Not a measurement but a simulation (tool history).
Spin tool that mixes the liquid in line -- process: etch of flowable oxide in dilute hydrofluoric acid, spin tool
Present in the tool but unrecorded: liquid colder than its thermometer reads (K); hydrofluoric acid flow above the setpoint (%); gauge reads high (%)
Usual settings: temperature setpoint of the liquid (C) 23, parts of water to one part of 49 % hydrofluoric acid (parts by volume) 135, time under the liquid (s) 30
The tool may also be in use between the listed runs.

run,hour,temperature setpoint of the liquid (C),parts of water to one part of 49 % hydrofluoric acid (parts by volume),time under the liquid (s),wafers since the last listed run,hours since the thermometer was replaced,hours since the hydrofluoric acid flow meter was replaced,hours since the gauge calibration,"read-back film thickness of the flowable oxide reference wafer, read on the same gauge (nm)",thickness taken off the flowable oxide on a monitor wafer (Å)
1,0,23,135,30,0,776.4,560.2,816,109.99,65.7
2,49,23,135,30,612,825.4,609.2,865,110.01,64.5
3,210.7,23,135,30,2021,987.1,770.9,1026.7,109.97,65.8
4,273.1,23,135,30,780,1049.5,833.3,1089.1,110.01,65.4
5,340.5,23,135,30,842,1116.9,900.7,1156.5,110,65.8
6,404.3,20,135,30,797,1180.7,964.5,1220.3,110,57.5
7,473.9,20,135,30,870,1250.3,1034.1,1289.9,109.99,58
8,506.2,20,135,30,403,1282.6,1066.4,1322.2,110.02,57.3
9,574.1,24.5,135,30,848,1350.5,1134.3,1390.1,110,69.5
10,608,23,165,30,423,1384.4,1168.2,1424,109.99,52.1
11,660.5,23,165,30,656,1436.9,1220.7,1476.5,109.99,52.4
12,729.1,23,135,30,857,1505.5,1289.3,1545.1,110.01,66.6
# hour 777.6: hydrofluoric acid flow meter replaced
13,778.1,23,135,30,600,1554.5,0.5,1594.1,110.01,59.1
14,844.6,23,135,30,831,1621,67,1660.6,110,59.7
# hour 857.6: thermometer replaced
15,905.3,23,135,30,746,47.7,127.7,1721.3,109.99,65.1
16,959,23,135,30,671,101.4,181.4,1775,109.99,65.7
17,1018.1,23,135,30,738,160.5,240.5,1834.1,110.01,65.3
18,1067.6,23,75,50,618,210,290,1883.6,109.98,213.2
19,1099,19,100,20,392,241.4,321.4,1915,110.01,52.1
20,1158.7,27,200,30,746,301.1,381.1,1974.7,110.01,47.3
21,1204.3,25.5,135,50,570,346.7,426.7,2020.3,110.01,121.5
# hour 1232.1: gauge calibrated
22,1240.4,23,135,15,451,382.8,462.8,8.3,110.02,32.8
23,1308.9,23,75,50,856,451.3,531.3,76.8,109.99,211.3
24,1354,20,75,25,563,496.4,576.4,121.9,110,92.4
25,1401.9,18,200,15,598,544.3,624.3,169.8,110,16.9
26,1429.6,18,180,15,346,572,652,197.5,110.02,19.2
27,1463.2,25.5,135,50,420,605.6,685.6,231.1,110.01,122.4
28,1527.9,27,95,15,808,670.3,750.3,295.8,110.01,57.1
29,1619.3,23,135,40,1142,761.7,841.7,387.2,110.01,87.9
30,1652.2,23,135,30,411,794.6,874.6,420.1,110.01,66
31,1720.1,23,95,50,848,862.5,942.5,488,109.98,164.1
32,1765.1,18.5,200,40,562,907.5,987.5,533,110.01,47.2
33,1816.9,23,135,30,647,959.3,1039.3,584.8,110.02,66.7
34,1842,18.5,110,30,313,984.4,1064.4,609.9,110,70.1
35,1900.1,20.5,135,20,726,1042.5,1122.5,668,110,40.6

3 ways to go on from here, each from the tool as it stands after run 35. What would each give?
A,1900.5,23,135,30,5,1042.9,1122.9,668.4,?,?
B,1900.5,23,110,15,5,1042.9,1122.9,668.4,?,?
C,1900.5,26.5,170,30,5,1042.9,1122.9,668.4,?,?

run,"read-back film thickness of the flowable oxide reference wafer, read on the same gauge (nm)",thickness taken off the flowable oxide on a monitor wafer (Å)
A,110,67.8
B,110,42.7
C,110,59.4
What these runs would have given with no unlogged condition in the tool:
run,thickness taken off the flowable oxide on a monitor wafer (Å)
A,65
B,41
C,56.6

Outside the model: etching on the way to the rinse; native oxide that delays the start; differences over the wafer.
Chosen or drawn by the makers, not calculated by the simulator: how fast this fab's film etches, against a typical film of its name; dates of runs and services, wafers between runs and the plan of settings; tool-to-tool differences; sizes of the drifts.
